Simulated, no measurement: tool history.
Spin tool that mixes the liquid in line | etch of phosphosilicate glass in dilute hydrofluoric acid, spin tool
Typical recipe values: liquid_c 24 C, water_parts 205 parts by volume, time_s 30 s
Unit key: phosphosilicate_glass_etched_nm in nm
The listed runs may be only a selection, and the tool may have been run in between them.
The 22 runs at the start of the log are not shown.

run	day	liquid_c	water_parts	time_s	wafers since the last listed run	hours since the thermometer was replaced	hours since the hydrofluoric acid flow meter was replaced	hours since the gauge calibration	read-back film thickness of the phosphosilicate glass reference wafer, read on the same gauge (nm)	phosphosilicate_glass_etched_nm
# day 13.804: hydrofluoric acid flow meter replaced
# day 14.462: thermometer replaced
23	14.483	24	110	30	159	0.5	16.3	23.3	80.01	38.66
24	14.871	21	155	40	86	9.8	25.6	32.6	79.98	30.94
25	15.571	22.5	205	30	156	26.6	42.4	49.4	79.99	17.77
26	16.004	24	305	30	96	37	52.8	59.8	79.99	11.39
27	16.304	24	205	30	67	44.2	60	67	80	18.86
28	16.621	26	135	40	70	51.8	67.6	74.6	79.94	44.16
29	17	22.5	205	50	84	60.9	76.7	83.7	79.94	29.76
30	17.692	24	125	30	154	77.5	93.3	100.3	79.98	33.69
31	18.112	19	175	50	94	87.6	103.4	110.4	80.03	31.13

Here are 5 independent what-if runs from the current tool condition. What would each one return?
A	18.129	24	255	30	3	88	103.8	110.8	?	?
B	18.129	26.5	115	15	3	88	103.8	110.8	?	?
C	18.129	24	290	40	3	88	103.8	110.8	?	?
D	18.129	24	260	20	3	88	103.8	110.8	?	?
E	18.129	20.5	155	15	3	88	103.8	110.8	?	?

run	read-back film thickness of the phosphosilicate glass reference wafer, read on the same gauge (nm)	phosphosilicate_glass_etched_nm
A	79.96	14.41
B	79.96	20.51
C	79.96	16.32
D	79.96	9.37
E	79.96	11.51
Take away the tool's hidden state, keep each run's random variation, and the runs would have read:
run	phosphosilicate_glass_etched_nm
A	14.25
B	20.3
C	16.13
D	9.27
E	11.39
